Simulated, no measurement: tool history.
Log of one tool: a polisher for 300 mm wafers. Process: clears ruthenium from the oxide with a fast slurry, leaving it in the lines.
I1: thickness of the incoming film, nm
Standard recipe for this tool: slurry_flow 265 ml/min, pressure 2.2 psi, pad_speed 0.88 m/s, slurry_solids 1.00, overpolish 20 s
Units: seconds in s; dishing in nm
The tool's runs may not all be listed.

{"run": 1, "hour": 0.0, "slurry_flow": 310, "pressure": 2.2, "pad_speed": 0.88, "slurry_solids": 1.0, "overpolish": 20, "I1": 159.5, "seconds": 55.3, "dishing": 42.2}
{"run": 2, "hour": 10.4, "slurry_flow": 310, "pressure": 2.2, "pad_speed": 0.88, "slurry_solids": 1.0, "overpolish": 20, "I1": 161.0, "seconds": 55.9, "dishing": 44.2}
{"run": 3, "hour": 24.4, "slurry_flow": 265, "pressure": 2.6, "pad_speed": 0.88, "slurry_solids": 1.0, "overpolish": 20, "I1": 159.5, "seconds": 52.6, "dishing": 45.7}
{"run": 4, "hour": 34.3, "slurry_flow": 265, "pressure": 2.2, "pad_speed": 0.88, "slurry_solids": 1.05, "overpolish": 20, "I1": 158.0, "seconds": 54.7, "dishing": 42.4}
{"run": 5, "hour": 46.6, "slurry_flow": 265, "pressure": 2.2, "pad_speed": 0.88, "slurry_solids": 1.05, "overpolish": 20, "I1": 160.0, "seconds": 56.5, "dishing": 42.4}
{"run": 6, "hour": 54.8, "slurry_flow": 265, "pressure": 2.2, "pad_speed": 0.88, "slurry_solids": 1.05, "overpolish": 20, "I1": 160.3, "seconds": 54.7, "dishing": 43.3}
{"run": 7, "hour": 65.1, "slurry_flow": 265, "pressure": 2.2, "pad_speed": 0.88, "slurry_solids": 1.0, "overpolish": 20, "I1": 160.2, "seconds": 55.6, "dishing": 43.3}
{"run": 8, "hour": 71.8, "slurry_flow": 265, "pressure": 2.2, "pad_speed": 0.74, "slurry_solids": 1.0, "overpolish": 24, "I1": 159.3, "seconds": 67.3, "dishing": 41.5}
{"hour": 98.5, "done": "worn pad replaced by a new one"}
{"run": 9, "hour": 103.6, "slurry_flow": 265, "pressure": 2.2, "pad_speed": 0.88, "slurry_solids": 1.0, "overpolish": 20, "I1": 159.2, "seconds": 58.3, "dishing": 41.9}
{"run": 10, "hour": 130.9, "slurry_flow": 205, "pressure": 2.7, "pad_speed": 0.98, "slurry_solids": 1.0, "overpolish": 27, "I1": 160.4, "seconds": 46.6, "dishing": 61.2}
{"run": 11, "hour": 143.3, "slurry_flow": 265, "pressure": 2.2, "pad_speed": 0.88, "slurry_solids": 1.0, "overpolish": 20, "I1": 161.9, "seconds": 58.9, "dishing": 40.0}
{"run": 12, "hour": 155.6, "slurry_flow": 265, "pressure": 2.2, "pad_speed": 0.88, "slurry_solids": 1.0, "overpolish": 20, "I1": 159.1, "seconds": 59.0, "dishing": 40.3}
{"run": 13, "hour": 170.8, "slurry_flow": 265, "pressure": 2.2, "pad_speed": 0.72, "slurry_solids": 1.2, "overpolish": 20, "I1": 161.1, "seconds": 66.7, "dishing": 36.7}
{"hour": 180.8, "done": "slurry nozzle cleaned"}
{"run": 14, "hour": 187.2, "slurry_flow": 265, "pressure": 2.7, "pad_speed": 0.88, "slurry_solids": 1.0, "overpolish": 20, "I1": 159.7, "seconds": 51.6, "dishing": 43.6}
{"run": 15, "hour": 198.1, "slurry_flow": 265, "pressure": 2.2, "pad_speed": 0.88, "slurry_solids": 1.0, "overpolish": 20, "I1": 158.5, "seconds": 60.8, "dishing": 39.8}
{"run": 16, "hour": 207.1, "slurry_flow": 265, "pressure": 2.6, "pad_speed": 0.88, "slurry_solids": 0.85, "overpolish": 14, "I1": 159.1, "seconds": 59.7, "dishing": 29.6}
{"hour": 219.3, "done": "worn pad replaced by a new one"}
{"run": 17, "hour": 219.8, "slurry_flow": 265, "pressure": 2.2, "pad_speed": 0.88, "slurry_solids": 1.0, "overpolish": 14, "I1": 160.4, "seconds": 60.8, "dishing": 28.7}
{"hour": 230.0, "done": "head pressure recalibrated"}
{"run": 18, "hour": 235.9, "slurry_flow": 305, "pressure": 2.5, "pad_speed": 1.14, "slurry_solids": 1.0, "overpolish": 20, "I1": 159.0, "seconds": 44.8, "dishing": 50.6}
{"run": 19, "hour": 251.5, "slurry_flow": 265, "pressure": 2.2, "pad_speed": 0.88, "slurry_solids": 0.9, "overpolish": 16, "I1": 160.4, "seconds": 64.7, "dishing": 31.0}
{"run": 20, "hour": 265.0, "slurry_flow": 265, "pressure": 2.2, "pad_speed": 0.88, "slurry_solids": 1.25, "overpolish": 20, "I1": 160.0, "seconds": 56.2, "dishing": 40.3}
{"run": 21, "hour": 276.3, "slurry_flow": 200, "pressure": 2.2, "pad_speed": 0.88, "slurry_solids": 1.0, "overpolish": 20, "I1": 162.7, "seconds": 67.3, "dishing": 37.8}
{"hour": 286.1, "done": "slurry blender recalibrated"}
{"run": 22, "hour": 300.9, "slurry_flow": 265, "pressure": 2.7, "pad_speed": 0.88, "slurry_solids": 1.0, "overpolish": 20, "I1": 161.4, "seconds": 50.1, "dishing": 46.3}
{"run": 23, "hour": 311.1, "slurry_flow": 330, "pressure": 2.2, "pad_speed": 0.7, "slurry_solids": 1.15, "overpolish": 31, "I1": 157.3, "seconds": 64.2, "dishing": 53.9}
{"run": 24, "hour": 324.5, "slurry_flow": 265, "pressure": 1.9, "pad_speed": 0.88, "slurry_solids": 1.1, "overpolish": 13, "I1": 157.8, "seconds": 59.5, "dishing": 27.8}
{"run": 25, "hour": 339.5, "slurry_flow": 240, "pressure": 1.5, "pad_speed": 0.78, "slurry_solids": 1.0, "overpolish": 24, "I1": 157.6, "seconds": 79.2, "dishing": 36.4}
{"hour": 351.8, "done": "worn pad replaced by a new one"}
{"run": 26, "hour": 373.8, "slurry_flow": 265, "pressure": 2.2, "pad_speed": 1.02, "slurry_solids": 0.85, "overpolish": 20, "I1": 158.1, "seconds": 50.6, "dishing": 44.0}
{"run": 27, "hour": 382.9, "slurry_flow": 265, "pressure": 1.7, "pad_speed": 0.66, "slurry_solids": 1.2, "overpolish": 20, "I1": 158.8, "seconds": 79.0, "dishing": 31.6}
{"run": 28, "hour": 399.8, "slurry_flow": 265, "pressure": 2.2, "pad_speed": 1.02, "slurry_solids": 1.0, "overpolish": 31, "I1": 159.4, "seconds": 48.4, "dishing": 64.4}
{"run": 29, "hour": 411.5, "slurry_flow": 265, "pressure": 2.2, "pad_speed": 0.88, "slurry_solids": 1.0, "overpolish": 20, "I1": 161.4, "seconds": 57.5, "dishing": 42.3}

Pick out some run-to-run changes in seconds. Of each, how much would a tool without hidden state show as well, from the settings, what came in and chance, and how much is left for the hidden state and any gauge scatter not in both results compared?
Unlogged tool condition in this case: removal rate lost through wear of the pad, %; slurry flow missing at the pad, %; deviation of the head's pressure from its setpoint, %; abrasive missing from the slurry, %.
Run 18 -> 19: slurry_flow 305 -> 265, pressure 2.5 -> 2.2, pad_speed 1.14 -> 0.88, slurry_solids 1.00 -> 0.90, overpolish 20 -> 16. seconds +19.9 s: hidden state +2.9, all else +17.0.
Run 21 -> 22: slurry_flow 200 -> 265, pressure 2.2 -> 2.7, slurry blender recalibrated. seconds -17.2 s: hidden state -7.7, all else -9.5.
Run 25 -> 26: slurry_flow 240 -> 265, pressure 1.5 -> 2.2, pad_speed 0.78 -> 1.02, slurry_solids 1.00 -> 0.85, overpolish 24 -> 20, worn pad replaced by a new one. seconds -28.6 s: hidden state -0.1, all else -28.5.
Run 27 -> 28: pressure 1.7 -> 2.2, pad_speed 0.66 -> 1.02, slurry_solids 1.20 -> 1.00, overpolish 20 -> 31. seconds -30.6 s: hidden state -0.4, all else -30.2.
